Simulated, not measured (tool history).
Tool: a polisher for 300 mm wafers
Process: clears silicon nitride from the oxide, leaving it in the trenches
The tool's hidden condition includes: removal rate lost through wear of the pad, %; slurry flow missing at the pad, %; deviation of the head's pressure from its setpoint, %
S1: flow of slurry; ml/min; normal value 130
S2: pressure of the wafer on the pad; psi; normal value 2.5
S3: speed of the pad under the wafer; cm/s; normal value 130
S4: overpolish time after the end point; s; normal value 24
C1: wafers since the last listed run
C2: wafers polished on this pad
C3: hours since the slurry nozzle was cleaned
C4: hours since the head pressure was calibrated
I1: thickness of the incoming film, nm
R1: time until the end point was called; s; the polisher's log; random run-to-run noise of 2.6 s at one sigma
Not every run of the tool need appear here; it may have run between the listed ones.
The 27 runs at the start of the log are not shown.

| run | day | S1 | S2 | S3 | S4 | C1 | C2 | C3 | C4 | I1 | R1 |
|---|---|---|---|---|---|---|---|---|---|---|---|
|  | 57.338 | worn pad replaced by a new one |
| 28 | 57.592 | 95 | 2.1 | 168 | 30 | 348 | 46 | 552.6 | 611.6 | 144.2 | 133.1 |
| 29 | 59.467 | 160 | 2.5 | 130 | 24 | 344 | 390 | 597.6 | 656.6 | 146.4 | 134.6 |
| 30 | 61.221 | 130 | 2.5 | 108 | 38 | 321 | 712 | 639.7 | 698.7 | 146.1 | 170.8 |
| 31 | 62.375 | 130 | 2.5 | 172 | 38 | 211 | 924 | 667.4 | 726.4 | 146.6 | 109.7 |
| 32 | 64.183 | 100 | 2.5 | 166 | 18 | 331 | 1256 | 710.8 | 769.8 | 142.1 | 121.6 |
|  | 66.546 | slurry nozzle cleaned |
| 33 | 67.05 | 130 | 2.5 | 130 | 24 | 518 | 1774 | 12.1 | 838.6 | 144.6 | 146.4 |
| 34 | 69.875 | 130 | 2.5 | 130 | 24 | 518 | 2292 | 79.9 | 906.4 | 146.3 | 154 |
| 35 | 71.112 | 130 | 2.5 | 130 | 24 | 227 | 2519 | 109.6 | 936.1 | 144.7 | 149 |
|  | 74.792 | worn pad replaced by a new one |
| 36 | 79.412 | 130 | 2.5 | 130 | 24 | 1492 | 847 | 308.8 | 1135.3 | 142.5 | 133.3 |
| 37 | 81.375 | 115 | 1.8 | 86 | 17 | 360 | 1207 | 355.9 | 1182.4 | 148 | 308 |
| 38 | 83.042 | 130 | 2.5 | 130 | 24 | 305 | 1513 | 395.9 | 1222.4 | 145.7 | 147.2 |

Predict each of these 3 candidate next runs independently; none follows another, all start after run 38:
| A | 83.062 | 130 | 2.5 | 130 | 24 | 3 | 1517 | 396.4 | 1222.9 | 146 | ? |
| B | 83.062 | 90 | 2.5 | 114 | 24 | 3 | 1517 | 396.4 | 1222.9 | 146 | ? |
| C | 83.062 | 105 | 3.1 | 130 | 35 | 3 | 1517 | 396.4 | 1222.9 | 146 | ? |

| run | R1 |
|---|---|
| A | 147.3 |
| B | 185.4 |
| C | 125.2 |
Take away the tool's hidden state, keep each run's random variation, and the runs would have read:
| run | R1 |
|---|---|
| A | 132.4 |
| B | 166.6 |
| C | 112.5 |
